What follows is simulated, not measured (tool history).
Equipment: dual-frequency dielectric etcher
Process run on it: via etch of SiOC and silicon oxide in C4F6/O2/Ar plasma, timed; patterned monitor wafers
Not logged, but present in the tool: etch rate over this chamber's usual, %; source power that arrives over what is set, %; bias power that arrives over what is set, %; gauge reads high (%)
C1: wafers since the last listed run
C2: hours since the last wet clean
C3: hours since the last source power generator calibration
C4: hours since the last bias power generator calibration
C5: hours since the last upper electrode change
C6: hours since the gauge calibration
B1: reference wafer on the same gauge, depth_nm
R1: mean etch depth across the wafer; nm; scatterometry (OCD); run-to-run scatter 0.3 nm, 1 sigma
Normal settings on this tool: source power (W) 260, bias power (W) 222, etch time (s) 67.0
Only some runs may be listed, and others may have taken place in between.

{"run": 1, "hour": 0.0, "source power (W)": 260, "bias power (W)": 222, "etch time (s)": 67.0, "C1": 0, "C2": 225.0, "C3": 2578.0, "C4": 2479.2, "C5": 5216.5, "C6": 192.6, "B1": 90.9, "R1": 77.2}
{"run": 2, "hour": 16.1, "source power (W)": 260, "bias power (W)": 222, "etch time (s)": 67.0, "C1": 105, "C2": 241.1, "C3": 2594.1, "C4": 2495.3, "C5": 5232.6, "C6": 208.7, "B1": 90.9, "R1": 77.9}
{"run": 3, "hour": 30.4, "source power (W)": 260, "bias power (W)": 222, "etch time (s)": 67.0, "C1": 94, "C2": 255.4, "C3": 2608.4, "C4": 2509.6, "C5": 5246.9, "C6": 223.0, "B1": 90.8, "R1": 77.5}
{"run": 4, "hour": 38.2, "source power (W)": 260, "bias power (W)": 222, "etch time (s)": 67.0, "C1": 51, "C2": 263.2, "C3": 2616.2, "C4": 2517.4, "C5": 5254.7, "C6": 230.8, "B1": 91.0, "R1": 77.8}
{"run": 5, "hour": 52.1, "source power (W)": 260, "bias power (W)": 222, "etch time (s)": 67.0, "C1": 91, "C2": 277.1, "C3": 2630.1, "C4": 2531.3, "C5": 5268.6, "C6": 244.7, "B1": 90.8, "R1": 77.6}
{"run": 6, "hour": 60.4, "source power (W)": 280, "bias power (W)": 222, "etch time (s)": 67.0, "C1": 54, "C2": 285.4, "C3": 2638.4, "C4": 2539.6, "C5": 5276.9, "C6": 253.0, "B1": 91.0, "R1": 81.2}
{"run": 7, "hour": 66.5, "source power (W)": 280, "bias power (W)": 222, "etch time (s)": 67.0, "C1": 40, "C2": 291.5, "C3": 2644.5, "C4": 2545.7, "C5": 5283.0, "C6": 259.1, "B1": 91.0, "R1": 80.4}
{"run": 8, "hour": 77.4, "source power (W)": 260, "bias power (W)": 222, "etch time (s)": 67.0, "C1": 71, "C2": 302.4, "C3": 2655.4, "C4": 2556.6, "C5": 5293.9, "C6": 270.0, "B1": 91.2, "R1": 77.5}
{"run": 9, "hour": 86.3, "source power (W)": 260, "bias power (W)": 222, "etch time (s)": 67.0, "C1": 58, "C2": 311.3, "C3": 2664.3, "C4": 2565.5, "C5": 5302.8, "C6": 278.9, "B1": 91.0, "R1": 77.2}
{"run": 10, "hour": 102.7, "source power (W)": 260, "bias power (W)": 222, "etch time (s)": 67.0, "C1": 107, "C2": 327.7, "C3": 2680.7, "C4": 2581.9, "C5": 5319.2, "C6": 295.3, "B1": 91.0, "R1": 78.1}
{"run": 11, "hour": 117.3, "source power (W)": 260, "bias power (W)": 222, "etch time (s)": 67.0, "C1": 96, "C2": 342.3, "C3": 2695.3, "C4": 2596.5, "C5": 5333.8, "C6": 309.9, "B1": 91.0, "R1": 77.6}
{"run": 12, "hour": 129.9, "source power (W)": 260, "bias power (W)": 222, "etch time (s)": 67.0, "C1": 82, "C2": 354.9, "C3": 2707.9, "C4": 2609.1, "C5": 5346.4, "C6": 322.5, "B1": 91.1, "R1": 78.1}
{"run": 13, "hour": 144.4, "source power (W)": 210, "bias power (W)": 250, "etch time (s)": 59.5, "C1": 95, "C2": 369.4, "C3": 2722.4, "C4": 2623.6, "C5": 5360.9, "C6": 337.0, "B1": 91.0, "R1": 64.0}
{"hour": 157.6, "done": "gauge calibrated"}
{"hour": 170.3, "done": "wet clean of the chamber"}
{"run": 14, "hour": 170.8, "source power (W)": 260, "bias power (W)": 252, "etch time (s)": 56.0, "C1": 15, "C2": 0.5, "C3": 2748.8, "C4": 2650.0, "C5": 5387.3, "C6": 13.2, "B1": 90.9, "R1": 66.8}
{"run": 15, "hour": 171.4, "source power (W)": 260, "bias power (W)": 222, "etch time (s)": 67.0, "C1": 3, "C2": 1.1, "C3": 2749.4, "C4": 2650.6, "C5": 5387.9, "C6": 13.8, "B1": 90.9, "R1": 76.2}
{"hour": 200.6, "done": "source power generator calibrated"}
{"hour": 209.0, "done": "upper electrode replaced"}
{"run": 16, "hour": 209.5, "source power (W)": 260, "bias power (W)": 175, "etch time (s)": 67.0, "C1": 168, "C2": 39.2, "C3": 8.9, "C4": 2688.7, "C5": 0.5, "C6": 51.9, "B1": 91.0, "R1": 71.6}
{"hour": 231.0, "done": "bias power generator calibrated"}
{"run": 17, "hour": 234.9, "source power (W)": 260, "bias power (W)": 167, "etch time (s)": 67.0, "C1": 140, "C2": 64.6, "C3": 34.3, "C4": 3.9, "C5": 25.9, "C6": 77.3, "B1": 90.9, "R1": 70.3}
{"run": 18, "hour": 243.2, "source power (W)": 260, "bias power (W)": 222, "etch time (s)": 67.0, "C1": 54, "C2": 72.9, "C3": 42.6, "C4": 12.2, "C5": 34.2, "C6": 85.6, "B1": 91.0, "R1": 77.2}
{"run": 19, "hour": 251.2, "source power (W)": 300, "bias power (W)": 222, "etch time (s)": 72.5, "C1": 52, "C2": 80.9, "C3": 50.6, "C4": 20.2, "C5": 42.2, "C6": 93.6, "B1": 91.0, "R1": 89.4}
{"run": 20, "hour": 264.3, "source power (W)": 260, "bias power (W)": 222, "etch time (s)": 73.0, "C1": 86, "C2": 94.0, "C3": 63.7, "C4": 33.3, "C5": 55.3, "C6": 106.7, "B1": 90.9, "R1": 83.6}

Run 21 has not been measured yet. What should we expect?
{"run": 21, "hour": 272.0, "source power (W)": 260, "bias power (W)": 222, "etch time (s)": 67.0, "C1": 50, "C2": 101.7, "C3": 71.4, "C4": 41.0, "C5": 63.0, "C6": 114.4, "B1": "?", "R1": "?"}

{"run 21": {"B1": 91.0, "R1": 76.5}}
Had the tool carried no hidden state, the very same run would have given R1 76.1 nm.
